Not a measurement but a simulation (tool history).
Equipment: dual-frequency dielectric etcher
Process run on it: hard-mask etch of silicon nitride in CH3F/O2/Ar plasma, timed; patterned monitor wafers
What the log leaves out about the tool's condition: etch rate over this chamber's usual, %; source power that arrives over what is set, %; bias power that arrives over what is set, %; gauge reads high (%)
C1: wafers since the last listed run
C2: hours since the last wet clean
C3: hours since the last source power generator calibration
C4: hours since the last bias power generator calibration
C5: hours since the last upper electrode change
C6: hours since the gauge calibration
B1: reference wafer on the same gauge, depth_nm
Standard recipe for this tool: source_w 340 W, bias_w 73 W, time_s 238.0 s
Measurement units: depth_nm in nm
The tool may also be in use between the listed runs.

{"run": 1, "day": 0.0, "source_w": 320, "bias_w": 73, "time_s": 238.0, "C1": 0, "C2": 395.4, "C3": 1541.6, "C4": 1507.1, "C5": 5465.3, "C6": 414.7, "B1": 186.6, "depth_nm": 165.0}
{"run": 2, "day": 1.821, "source_w": 340, "bias_w": 73, "time_s": 238.0, "C1": 182, "C2": 439.1, "C3": 1585.3, "C4": 1550.8, "C5": 5509.0, "C6": 458.4, "B1": 187.0, "depth_nm": 170.8}
{"run": 3, "day": 4.592, "source_w": 340, "bias_w": 73, "time_s": 238.0, "C1": 277, "C2": 505.6, "C3": 1651.8, "C4": 1617.3, "C5": 5575.5, "C6": 524.9, "B1": 187.1, "depth_nm": 169.9}
{"day": 6.004, "done": "wet clean of the chamber"}
{"run": 4, "day": 6.396, "source_w": 340, "bias_w": 73, "time_s": 238.0, "C1": 80, "C2": 9.4, "C3": 1695.1, "C4": 1660.6, "C5": 5618.8, "C6": 568.2, "B1": 187.3, "depth_nm": 169.9}
{"run": 5, "day": 9.783, "source_w": 340, "bias_w": 73, "time_s": 238.0, "C1": 339, "C2": 90.7, "C3": 1776.4, "C4": 1741.9, "C5": 5700.1, "C6": 649.5, "B1": 188.0, "depth_nm": 170.8}
{"run": 6, "day": 13.638, "source_w": 340, "bias_w": 73, "time_s": 238.0, "C1": 386, "C2": 183.2, "C3": 1868.9, "C4": 1834.4, "C5": 5792.6, "C6": 742.0, "B1": 188.3, "depth_nm": 171.5}
{"run": 7, "day": 15.975, "source_w": 340, "bias_w": 73, "time_s": 238.0, "C1": 234, "C2": 239.3, "C3": 1925.0, "C4": 1890.5, "C5": 5848.7, "C6": 798.1, "B1": 188.3, "depth_nm": 171.9}
{"run": 8, "day": 20.004, "source_w": 280, "bias_w": 73, "time_s": 218.5, "C1": 403, "C2": 336.0, "C3": 2021.7, "C4": 1987.2, "C5": 5945.4, "C6": 894.8, "B1": 189.2, "depth_nm": 143.6}
{"run": 9, "day": 21.917, "source_w": 280, "bias_w": 73, "time_s": 218.5, "C1": 191, "C2": 381.9, "C3": 2067.6, "C4": 2033.1, "C5": 5991.3, "C6": 940.7, "B1": 189.1, "depth_nm": 141.7}
{"run": 10, "day": 25.979, "source_w": 280, "bias_w": 73, "time_s": 218.5, "C1": 407, "C2": 479.4, "C3": 2165.1, "C4": 2130.6, "C5": 6088.8, "C6": 1038.2, "B1": 189.9, "depth_nm": 143.4}
{"day": 27.358, "done": "upper electrode replaced"}
{"run": 11, "day": 28.3, "source_w": 340, "bias_w": 73, "time_s": 238.0, "C1": 132, "C2": 535.1, "C3": 2220.8, "C4": 2186.3, "C5": 22.6, "C6": 1093.9, "B1": 190.6, "depth_nm": 172.5}
{"run": 12, "day": 31.0, "source_w": 340, "bias_w": 73, "time_s": 238.0, "C1": 270, "C2": 599.9, "C3": 2285.6, "C4": 2251.1, "C5": 87.4, "C6": 1158.7, "B1": 190.7, "depth_nm": 174.6}
{"day": 32.404, "done": "wet clean of the chamber"}
{"run": 13, "day": 33.179, "source_w": 340, "bias_w": 73, "time_s": 238.0, "C1": 118, "C2": 18.6, "C3": 2337.9, "C4": 2303.4, "C5": 139.7, "C6": 1211.0, "B1": 191.2, "depth_nm": 172.9}
{"run": 14, "day": 37.312, "source_w": 340, "bias_w": 73, "time_s": 238.0, "C1": 414, "C2": 117.8, "C3": 2437.1, "C4": 2402.6, "C5": 238.9, "C6": 1310.2, "B1": 192.1, "depth_nm": 173.0}
{"day": 37.683, "done": "bias power generator calibrated"}
{"day": 39.233, "done": "gauge calibrated"}
{"run": 15, "day": 40.862, "source_w": 420, "bias_w": 63, "time_s": 200.0, "C1": 339, "C2": 203.0, "C3": 2522.3, "C4": 76.3, "C5": 324.1, "C6": 39.1, "B1": 187.2, "depth_nm": 148.1}
{"run": 16, "day": 44.504, "source_w": 370, "bias_w": 73, "time_s": 267.5, "C1": 364, "C2": 290.4, "C3": 2609.7, "C4": 163.7, "C5": 411.5, "C6": 126.5, "B1": 187.6, "depth_nm": 201.2}
{"run": 17, "day": 47.592, "source_w": 270, "bias_w": 56, "time_s": 189.0, "C1": 309, "C2": 364.5, "C3": 2683.8, "C4": 237.8, "C5": 485.6, "C6": 200.6, "B1": 187.7, "depth_nm": 103.4}
{"run": 18, "day": 52.054, "source_w": 280, "bias_w": 61, "time_s": 280.0, "C1": 447, "C2": 471.6, "C3": 2790.9, "C4": 344.9, "C5": 592.7, "C6": 307.7, "B1": 187.7, "depth_nm": 163.5}
{"day": 55.338, "done": "wet clean of the chamber"}
{"run": 19, "day": 56.1, "source_w": 340, "bias_w": 73, "time_s": 238.0, "C1": 305, "C2": 18.3, "C3": 2888.0, "C4": 442.0, "C5": 689.8, "C6": 404.8, "B1": 187.4, "depth_nm": 170.5}
{"day": 59.433, "done": "source power generator calibrated"}
{"run": 20, "day": 59.529, "source_w": 300, "bias_w": 73, "time_s": 193.5, "C1": 326, "C2": 100.6, "C3": 2.3, "C4": 524.3, "C5": 772.1, "C6": 487.1, "B1": 188.0, "depth_nm": 129.9}
{"run": 21, "day": 63.988, "source_w": 340, "bias_w": 73, "time_s": 293.5, "C1": 446, "C2": 207.6, "C3": 109.3, "C4": 631.3, "C5": 879.1, "C6": 594.1, "B1": 188.5, "depth_nm": 210.1}
{"run": 22, "day": 67.3, "source_w": 300, "bias_w": 73, "time_s": 238.0, "C1": 331, "C2": 287.1, "C3": 188.8, "C4": 710.8, "C5": 958.6, "C6": 673.6, "B1": 188.7, "depth_nm": 160.7}
{"run": 23, "day": 69.604, "source_w": 390, "bias_w": 73, "time_s": 238.0, "C1": 230, "C2": 342.4, "C3": 244.1, "C4": 766.1, "C5": 1013.9, "C6": 728.9, "B1": 189.1, "depth_nm": 185.2}
{"run": 24, "day": 74.012, "source_w": 340, "bias_w": 73, "time_s": 238.0, "C1": 441, "C2": 448.2, "C3": 349.9, "C4": 871.9, "C5": 1119.7, "C6": 834.7, "B1": 189.6, "depth_nm": 172.4}
{"run": 25, "day": 75.75, "source_w": 270, "bias_w": 62, "time_s": 285.0, "C1": 174, "C2": 489.9, "C3": 391.6, "C4": 913.6, "C5": 1161.4, "C6": 876.4, "B1": 189.8, "depth_nm": 168.3}
{"run": 26, "day": 78.521, "source_w": 270, "bias_w": 73, "time_s": 238.0, "C1": 277, "C2": 556.4, "C3": 458.1, "C4": 980.1, "C5": 1227.9, "C6": 942.9, "B1": 190.1, "depth_nm": 154.4}
{"day": 80.8, "done": "wet clean of the chamber"}
{"run": 27, "day": 80.821, "source_w": 370, "bias_w": 81, "time_s": 238.0, "C1": 130, "C2": 0.5, "C3": 513.3, "C4": 1035.3, "C5": 1283.1, "C6": 998.1, "B1": 190.8, "depth_nm": 191.0}

Table of differences, measured result less the result of that run with no hidden state. Run-to-run variation is the same in both. Gauge scatter possibly is not:
run=1 depth_nm=-0.1
run=2 depth_nm=+0.1
run=3 depth_nm=+0.2
run=4 depth_nm=+0.3
run=5 depth_nm=+0.6
run=6 depth_nm=+1.1
run=7 depth_nm=+1.3
run=8 depth_nm=+1.5
run=9 depth_nm=+1.6
run=10 depth_nm=+2.1
run=11 depth_nm=+3.0
run=12 depth_nm=+3.5
run=13 depth_nm=+3.7
run=14 depth_nm=+4.5
run=15 depth_nm=+0.2
run=16 depth_nm=+0.4
run=17 depth_nm=+0.2
run=18 depth_nm=+0.5
run=19 depth_nm=+0.8
run=20 depth_nm=+0.7
run=21 depth_nm=+1.7
run=22 depth_nm=+1.5
run=23 depth_nm=+2.0
run=24 depth_nm=+2.4
run=25 depth_nm=+2.5
run=26 depth_nm=+2.6
run=27 depth_nm=+3.6
